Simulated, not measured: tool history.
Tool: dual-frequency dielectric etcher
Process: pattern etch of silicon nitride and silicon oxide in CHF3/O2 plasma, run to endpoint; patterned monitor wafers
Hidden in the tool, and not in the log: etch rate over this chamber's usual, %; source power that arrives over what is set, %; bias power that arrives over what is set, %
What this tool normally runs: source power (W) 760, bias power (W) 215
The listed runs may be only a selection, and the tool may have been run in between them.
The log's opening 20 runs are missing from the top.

run,hour,source power (W),bias power (W),wafers since the last listed run,hours since the last wet clean,hours since the last source power generator calibration,hours since the last bias power generator calibration,hours since the last upper electrode change,"incoming incoming film thickness, nm",endpoint time (s)
21,1149,760,215,244,103.8,2476.5,3498.4,4079.2,238.3,145.5
# hour 1156.1: bias power generator calibrated
22,1180.3,630,215,203,135.1,2507.8,24.2,4110.5,239.1,157.3
# hour 1225: upper electrode replaced
# hour 1233.4: source power generator calibrated
23,1248.1,760,184,297,202.9,14.7,92,23.1,238.5,154.6
24,1276.8,760,215,214,231.6,43.4,120.7,51.8,241.6,149.6
25,1324.6,700,198,356,279.4,91.2,168.5,99.6,237.5,156
26,1380.6,910,215,417,335.4,147.2,224.5,155.6,238,139.4
27,1405.2,760,215,183,360,171.8,249.1,180.2,240.1,150.9
28,1456.8,760,241,385,411.6,223.4,300.7,231.8,240.1,146
# hour 1507.5: wet clean of the chamber
29,1508,870,194,202,0.5,274.6,351.9,283,240.4,142.5
30,1530.8,700,252,170,23.3,297.4,374.7,305.8,240.8,143.4
31,1570.6,820,187,297,63.1,337.2,414.5,345.6,235.8,146
32,1634,760,174,473,126.5,400.6,477.9,409,240.5,157.9
33,1685.4,930,161,383,177.9,452,529.3,460.4,236.4,147.5
34,1724.1,660,215,288,216.6,490.7,568,499.1,237,154.1

Branching from run 34: 5 alternative next runs. What would each branch give?
A,1724.6,650,215,3,217.1,491.2,568.5,499.6,238.3,?
B,1724.6,950,249,3,217.1,491.2,568.5,499.6,238.3,?
C,1724.6,880,183,3,217.1,491.2,568.5,499.6,238.3,?
D,1724.6,760,251,3,217.1,491.2,568.5,499.6,238.3,?
E,1724.6,890,215,3,217.1,491.2,568.5,499.6,238.3,?

run,endpoint time (s)
A,156
B,129.7
C,147.2
D,140.2
E,139.3
Without the tool's unlogged condition, the same runs would have read:
run,endpoint time (s)
A,153.3
B,127.4
C,144.6
D,137.7
E,136.9
